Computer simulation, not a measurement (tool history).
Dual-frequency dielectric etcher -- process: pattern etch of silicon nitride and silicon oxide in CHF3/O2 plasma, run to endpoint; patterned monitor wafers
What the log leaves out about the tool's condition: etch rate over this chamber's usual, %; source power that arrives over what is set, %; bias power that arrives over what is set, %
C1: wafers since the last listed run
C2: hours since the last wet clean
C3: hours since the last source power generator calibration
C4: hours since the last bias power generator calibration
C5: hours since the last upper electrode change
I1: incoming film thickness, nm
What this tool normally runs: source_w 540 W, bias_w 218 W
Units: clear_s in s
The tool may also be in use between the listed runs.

Run 1, hour 0: usual settings; C1 0; C2 93.6; C3 4199.6; C4 2367.7; C5 1545.1; I1 312.3. Result: clear_s 190.7 s.
Run 2, hour 36.2: usual settings but source_w 610 W; C1 297; C2 129.8; C3 4235.8; C4 2403.9; C5 1581.3; I1 309.2. Result: clear_s 180.7 s.
Run 3, hour 91.7: usual settings but source_w 610 W; C1 455; C2 185.3; C3 4291.3; C4 2459.4; C5 1636.8; I1 307.5. Result: clear_s 180 s.
Run 4, hour 138.2: usual settings; C1 381; C2 231.8; C3 4337.8; C4 2505.9; C5 1683.3; I1 312. Result: clear_s 191 s.
Run 5, hour 208.5: usual settings; C1 577; C2 302.1; C3 4408.1; C4 2576.2; C5 1753.6; I1 312.7. Result: clear_s 189.7 s.
Run 6, hour 233.8: usual settings but source_w 490 W; C1 207; C2 327.4; C3 4433.4; C4 2601.5; C5 1778.9; I1 312.4. Result: clear_s 196.9 s.
Run 7, hour 278.6: usual settings; C1 367; C2 372.2; C3 4478.2; C4 2646.3; C5 1823.7; I1 309.6. Result: clear_s 188 s.
Run 8, hour 304.5: usual settings; C1 212; C2 398.1; C3 4504.1; C4 2672.2; C5 1849.6; I1 310.8. Result: clear_s 188 s.
At hour 346.7: wet clean of the chamber.
Run 9, hour 347.2: usual settings; C1 153; C2 0.5; C3 4546.8; C4 2714.9; C5 1892.3; I1 312.3. Result: clear_s 192.3 s.
Run 10, hour 391.1: usual settings; C1 360; C2 44.4; C3 4590.7; C4 2758.8; C5 1936.2; I1 310.6. Result: clear_s 189.8 s.
Run 11, hour 427.4: usual settings; C1 298; C2 80.7; C3 4627; C4 2795.1; C5 1972.5; I1 310.3. Result: clear_s 190.4 s.
Run 12, hour 494.4: usual settings; C1 550; C2 147.7; C3 4694; C4 2862.1; C5 2039.5; I1 308.8. Result: clear_s 188.7 s.
Run 13, hour 534.3: usual settings; C1 327; C2 187.6; C3 4733.9; C4 2902; C5 2079.4; I1 312.3. Result: clear_s 190.4 s.
Run 14, hour 595.4: usual settings; C1 501; C2 248.7; C3 4795; C4 2963.1; C5 2140.5; I1 310. Result: clear_s 189 s.
Run 15, hour 652.7: usual settings; C1 470; C2 306; C3 4852.3; C4 3020.4; C5 2197.8; I1 309.9. Result: clear_s 187.3 s.
Run 16, hour 680.7: usual settings but source_w 420 W, bias_w 173 W; C1 229; C2 334; C3 4880.3; C4 3048.4; C5 2225.8; I1 310.2. Result: clear_s 217.4 s.
Run 17, hour 736.3: usual settings but source_w 410 W; C1 456; C2 389.6; C3 4935.9; C4 3104; C5 2281.4; I1 307.4. Result: clear_s 205.7 s.
Run 18, hour 769.4: usual settings but source_w 650 W, bias_w 200 W; C1 271; C2 422.7; C3 4969; C4 3137.1; C5 2314.5; I1 313.2. Result: clear_s 181.7 s.
At hour 833.8: wet clean of the chamber.
Run 19, hour 841.2: usual settings but source_w 670 W, bias_w 196 W; C1 392; C2 7.4; C3 5040.8; C4 3208.9; C5 2386.3; I1 306.5. Result: clear_s 178 s.
At hour 849.1: source power generator calibrated.
At hour 897.3: upper electrode replaced.
Run 20, hour 897.8: usual settings but source_w 440 W, bias_w 181 W; C1 234; C2 64; C3 48.7; C4 3265.5; C5 0.5; I1 311. Result: clear_s 213.7 s.
Run 21, hour 911.3: usual settings; C1 110; C2 77.5; C3 62.2; C4 3279; C5 14; I1 310.8. Result: clear_s 189.8 s.
Run 22, hour 954.3: usual settings but source_w 480 W, bias_w 255 W; C1 353; C2 120.5; C3 105.2; C4 3322; C5 57; I1 307. Result: clear_s 186.6 s.
Run 23, hour 1010.3: usual settings but source_w 490 W, bias_w 257 W; C1 459; C2 176.5; C3 161.2; C4 3378; C5 113; I1 312.1. Result: clear_s 188.3 s.
Run 24, hour 1048.6: usual settings but source_w 420 W, bias_w 245 W; C1 314; C2 214.8; C3 199.5; C4 3416.3; C5 151.3; I1 311.1. Result: clear_s 200.1 s.
At hour 1075.2: bias power generator calibrated.
Run 25, hour 1081.9: usual settings but source_w 580 W; C1 240; C2 248.1; C3 232.8; C4 6.7; C5 184.6; I1 310. Result: clear_s 183.2 s.
Run 26, hour 1265.5: usual settings but bias_w 180 W; C1 1508; C2 431.7; C3 416.4; C4 190.3; C5 368.2; I1 309.1. Result: clear_s 195.1 s.
At hour 1324.7: wet clean of the chamber.
Run 27, hour 1462.3: usual settings; C1 1419; C2 137.6; C3 613.2; C4 387.1; C5 565; I1 311.3. Result: clear_s 190.4 s.
Run 28, hour 1533.2: usual settings but bias_w 193 W; C1 582; C2 208.5; C3 684.1; C4 458; C5 635.9; I1 311.4. Result: clear_s 194.2 s.
Run 29, hour 1591.1: usual settings but source_w 640 W, bias_w 265 W; C1 475; C2 266.4; C3 742; C4 515.9; C5 693.8; I1 310.9. Result: clear_s 168.9 s.
Run 30, hour 1660.6: usual settings but source_w 460 W, bias_w 252 W; C1 570; C2 335.9; C3 811.5; C4 585.4; C5 763.3; I1 310.8. Result: clear_s 191.8 s.
Run 31, hour 1694.1: usual settings but source_w 590 W, bias_w 234 W; C1 275; C2 369.4; C3 845; C4 618.9; C5 796.8; I1 307.5. Result: clear_s 177 s.
Run 32, hour 1764.1: usual settings; C1 574; C2 439.4; C3 915; C4 688.9; C5 866.8; I1 311.2. Result: clear_s 186.7 s.
At hour 1842: wet clean of the chamber.
Run 33, hour 1842.5: usual settings; C1 446; C2 0.5; C3 993.4; C4 767.3; C5 945.2; I1 309.1. Result: clear_s 190.3 s.
Run 34, hour 1917.9: usual settings but source_w 600 W, bias_w 255 W; C1 619; C2 75.9; C3 1068.8; C4 842.7; C5 1020.6; I1 312.4. Result: clear_s 176.7 s.
Run 35, hour 1951.3: usual settings but source_w 490 W, bias_w 237 W; C1 274; C2 109.3; C3 1102.2; C4 876.1; C5 1054; I1 311.6. Result: clear_s 193.3 s.

Measured result minus the same run's result without the hidden state. Both carry the same run-to-run variation, though not necessarily the same gauge scatter:
run  clear_s
  1     -0.6
  2     -0.7
  3       -1
  4     -1.3
  5     -1.7
  6     -1.9
  7       -2
  8     -2.2
  9     +0.1
 10     -0.1
 11     -0.3
 12     -0.7
 13     -0.9
 14     -1.2
 15     -1.5
 16     -1.9
 17     -2.1
 18       -2
 19     -0.1
 20     -0.5
 21     -0.5
 22     -0.7
 23       -1
 24     -1.3
 25     -1.4
 26     -2.5
 27       -1
 28     -1.4
 29     -1.5
 30     -2.1
 31     -2.1
 32     -2.5
 33     +0.4
 34     -0.1
 35     -0.2

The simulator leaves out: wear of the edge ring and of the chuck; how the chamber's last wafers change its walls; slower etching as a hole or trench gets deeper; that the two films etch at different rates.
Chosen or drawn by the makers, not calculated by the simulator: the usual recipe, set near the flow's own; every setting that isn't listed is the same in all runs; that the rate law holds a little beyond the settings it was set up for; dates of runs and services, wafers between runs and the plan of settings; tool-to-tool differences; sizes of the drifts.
